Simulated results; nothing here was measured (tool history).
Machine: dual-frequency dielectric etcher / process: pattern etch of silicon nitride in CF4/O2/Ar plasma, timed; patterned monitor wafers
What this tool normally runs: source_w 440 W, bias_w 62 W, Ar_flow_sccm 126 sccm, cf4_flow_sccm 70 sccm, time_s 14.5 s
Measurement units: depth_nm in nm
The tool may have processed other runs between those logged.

run	hour	source_w	bias_w	Ar_flow_sccm	cf4_flow_sccm	time_s	wafers since the last listed run	hours since the last wet clean	hours since the last source power generator calibration	hours since the last bias power generator calibration	hours since the last Ar flow controller change	hours since the last CF4 flow controller change	hours since the last upper electrode change	hours since the gauge calibration	read-back reference wafer on the same gauge, depth_nm	depth_nm
1	0.0	440	62	126	61	14.5	0	54.4	2401.6	4546.9	3367.3	4753.5	2670.3	650.4	28.30	23.97
2	54.4	440	68	126	75	14.5	831	108.8	2456.0	4601.3	3421.7	4807.9	2724.7	704.8	28.33	25.39
3	121.9	440	68	126	75	14.5	1031	176.3	2523.5	4668.8	3489.2	4875.4	2792.2	772.3	28.31	25.40
# hour 195.0: bias power generator calibrated
4	195.5	440	68	126	75	14.5	1064	249.9	2597.1	0.5	3562.8	4949.0	2865.8	845.9	28.29	25.59
5	238.9	440	62	126	70	14.5	663	293.3	2640.5	43.9	3606.2	4992.4	2909.2	889.3	28.28	24.54
6	272.9	440	62	126	70	14.5	519	327.3	2674.5	77.9	3640.2	5026.4	2943.2	923.3	28.29	24.68
# hour 346.3: source power generator calibrated
# hour 385.8: wet clean of the chamber
7	411.1	440	62	126	70	14.5	1684	25.3	64.8	216.1	3778.4	5164.6	3081.4	1061.5	28.30	25.25
# hour 438.8: gauge calibrated
8	443.8	440	62	126	70	14.5	499	58.0	97.5	248.8	3811.1	5197.3	3114.1	5.0	28.32	25.53
9	496.3	410	50	149	70	16.5	802	110.5	150.0	301.3	3863.6	5249.8	3166.6	57.5	28.29	24.47
10	537.2	440	62	126	70	14.5	625	151.4	190.9	342.2	3904.5	5290.7	3207.5	98.4	28.27	25.28
# hour 558.9: CF4 flow controller replaced
11	590.7	440	62	104	70	14.5	726	204.9	244.4	395.7	3958.0	31.8	3261.0	151.9	28.27	26.10
12	645.9	360	62	103	63	17.5	843	260.1	299.6	450.9	4013.2	87.0	3316.2	207.1	28.35	25.79
# hour 696.8: upper electrode replaced
# hour 701.0: Ar flow controller replaced
13	701.5	440	62	126	70	14.5	418	315.7	355.2	506.5	0.5	142.6	4.7	262.7	28.28	25.33
14	710.1	440	62	110	80	13.0	131	324.3	363.8	515.1	9.1	151.2	13.3	271.3	28.34	23.55
15	767.6	440	62	126	70	14.5	879	381.8	421.3	572.6	66.6	208.7	70.8	328.8	28.32	25.41
# hour 807.0: wet clean of the chamber
16	816.5	440	62	126	70	14.5	380	9.5	470.2	621.5	115.5	257.6	119.7	377.7	28.32	24.99
17	860.5	440	72	157	57	11.5	672	53.5	514.2	665.5	159.5	301.6	163.7	421.7	28.30	20.12
18	901.2	440	75	102	70	17.0	622	94.2	554.9	706.2	200.2	342.3	204.4	462.4	28.28	32.26
19	959.6	410	62	126	70	14.5	892	152.6	613.3	764.6	258.6	400.7	262.8	520.8	28.23	23.66
20	984.4	540	62	126	70	14.5	379	177.4	638.1	789.4	283.4	425.5	287.6	545.6	28.34	30.13
21	1021.4	480	69	152	83	14.5	565	214.4	675.1	826.4	320.4	462.5	324.6	582.6	28.30	28.22

Same runs, no hidden state in the tool, same run-to-run variation:
What the log doesn't record here: etch rate over this chamber's usual, %; source power that arrives over what is set, %; bias power that arrives over what is set, %; Ar flow that arrives over what is set, %; CF4 flow that arrives over what is set, %; gauge reads high (%).
run	depth_nm
1	25.04
2	26.47
3	26.41
4	26.52
5	25.38
6	25.49
7	25.31
8	25.59
9	24.53
10	25.35
11	26.17
12	25.86
13	25.38
14	23.60
15	25.44
16	25.34
17	20.38
18	32.68
19	23.94
20	30.48
21	28.52

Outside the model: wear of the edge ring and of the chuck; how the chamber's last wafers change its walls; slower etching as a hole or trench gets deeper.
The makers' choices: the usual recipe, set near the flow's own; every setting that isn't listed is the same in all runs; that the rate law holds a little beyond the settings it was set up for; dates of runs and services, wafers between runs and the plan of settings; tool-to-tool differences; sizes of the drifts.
